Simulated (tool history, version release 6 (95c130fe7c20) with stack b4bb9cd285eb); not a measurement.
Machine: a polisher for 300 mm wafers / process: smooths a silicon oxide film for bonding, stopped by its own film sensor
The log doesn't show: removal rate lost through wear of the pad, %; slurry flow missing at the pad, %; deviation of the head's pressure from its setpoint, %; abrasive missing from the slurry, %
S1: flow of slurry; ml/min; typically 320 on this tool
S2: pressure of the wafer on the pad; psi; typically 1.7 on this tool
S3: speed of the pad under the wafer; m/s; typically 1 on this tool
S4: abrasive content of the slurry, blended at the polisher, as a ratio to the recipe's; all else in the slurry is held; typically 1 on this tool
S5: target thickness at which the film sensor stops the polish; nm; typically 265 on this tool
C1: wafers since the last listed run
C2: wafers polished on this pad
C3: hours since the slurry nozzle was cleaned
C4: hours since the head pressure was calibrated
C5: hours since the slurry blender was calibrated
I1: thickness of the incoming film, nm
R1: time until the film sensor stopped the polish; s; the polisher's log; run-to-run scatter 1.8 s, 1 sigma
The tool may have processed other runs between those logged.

| run | hour | S1 | S2 | S3 | S4 | S5 | C1 | C2 | C3 | C4 | C5 | I1 | R1 |
|---|---|---|---|---|---|---|---|---|---|---|---|---|---|
| 1 | 0 | 320 | 1.7 | 1 | 1.2 | 265 | 0 | 972 | 534.2 | 530.7 | 307.7 | 329.3 | 107.5 |
| 2 | 10.2 | 320 | 1.7 | 1 | 1.2 | 265 | 66 | 1038 | 544.4 | 540.9 | 317.9 | 325.8 | 103.8 |
|  | 17.2 | worn pad replaced by a new one |
| 3 | 60.1 | 320 | 1.7 | 1 | 1 | 265 | 297 | 278 | 594.3 | 590.8 | 367.8 | 330.5 | 118 |
| 4 | 74.7 | 320 | 1.7 | 0.84 | 1 | 276 | 94 | 372 | 608.9 | 605.4 | 382.4 | 325.1 | 98.7 |
| 5 | 83.8 | 320 | 1.7 | 1 | 1 | 265 | 58 | 431 | 618 | 614.5 | 391.5 | 332 | 119.8 |
| 6 | 124 | 320 | 1.7 | 1.16 | 1 | 265 | 260 | 692 | 658.2 | 654.7 | 431.7 | 332 | 104.8 |
| 7 | 133.8 | 320 | 1.7 | 1.16 | 1 | 265 | 63 | 755 | 668 | 664.5 | 441.5 | 328.4 | 99.3 |
| 8 | 149.8 | 320 | 1.7 | 1.18 | 1 | 265 | 103 | 859 | 684 | 680.5 | 457.5 | 326.8 | 98.9 |
|  | 158.7 | slurry nozzle cleaned |
| 9 | 162.6 | 320 | 1.7 | 1.18 | 1 | 265 | 76 | 936 | 3.9 | 693.3 | 470.3 | 324.4 | 93.7 |
|  | 168 | slurry blender recalibrated |
| 10 | 174.2 | 320 | 1.7 | 1.18 | 1 | 265 | 62 | 998 | 15.5 | 704.9 | 6.2 | 326.9 | 96.5 |
|  | 184.6 | worn pad replaced by a new one |
| 11 | 198.5 | 320 | 1.7 | 0.72 | 1 | 265 | 131 | 90 | 39.8 | 729.2 | 30.5 | 322.3 | 131.3 |
| 12 | 218.4 | 320 | 1.7 | 1 | 1.25 | 265 | 128 | 219 | 59.7 | 749.1 | 50.4 | 331.5 | 107.5 |
| 13 | 225 | 320 | 1.7 | 1 | 1 | 265 | 42 | 262 | 66.3 | 755.7 | 57 | 323.5 | 100.7 |
| 14 | 232.7 | 320 | 1.7 | 1 | 1 | 265 | 49 | 312 | 74 | 763.4 | 64.7 | 328.2 | 114.7 |
| 15 | 247.1 | 320 | 1.7 | 1.18 | 1 | 265 | 93 | 405 | 88.4 | 777.8 | 79.1 | 327.1 | 95.5 |
|  | 249.7 | head pressure recalibrated |
| 16 | 258.7 | 370 | 2.1 | 0.8 | 0.8 | 265 | 62 | 467 | 100 | 9 | 90.7 | 329.3 | 113.6 |
| 17 | 276 | 320 | 1.7 | 0.76 | 1 | 251 | 112 | 579 | 117.3 | 26.3 | 108 | 334.5 | 187.3 |
| 18 | 290.6 | 320 | 1.7 | 1.18 | 1 | 265 | 94 | 674 | 131.9 | 40.9 | 122.6 | 333.7 | 108.1 |
| 19 | 297.4 | 270 | 1.7 | 1 | 1.2 | 250 | 44 | 718 | 138.7 | 47.7 | 129.4 | 335.3 | 150.3 |
| 20 | 311.6 | 320 | 1.7 | 1 | 0.75 | 265 | 92 | 810 | 152.9 | 61.9 | 143.6 | 330.7 | 129.2 |
|  | 318.6 | worn pad replaced by a new one |
| 21 | 326.2 | 355 | 2 | 1 | 1 | 265 | 68 | 49 | 167.5 | 76.5 | 158.2 | 327.9 | 93.2 |

What differs in the tool's unlogged condition from the final listed run ahead of each entry between runs to the first listed run following it?
Logged between run 2 and run 3: worn pad replaced by a new one (hour 17.2)
  the hidden state is the same at both runs
Logged between run 8 and run 9: slurry nozzle cleaned (hour 158.7)
  the hidden state is the same at both runs
Logged between run 9 and run 10: slurry blender recalibrated (hour 168)
  the hidden state is the same at both runs
Logged between run 10 and run 11: worn pad replaced by a new one (hour 184.6)
  the hidden state is the same at both runs
Logged between run 15 and run 16: head pressure recalibrated (hour 249.7)
  the hidden state is the same at both runs
Logged between run 20 and run 21: worn pad replaced by a new one (hour 318.6)
  the hidden state is the same at both runs
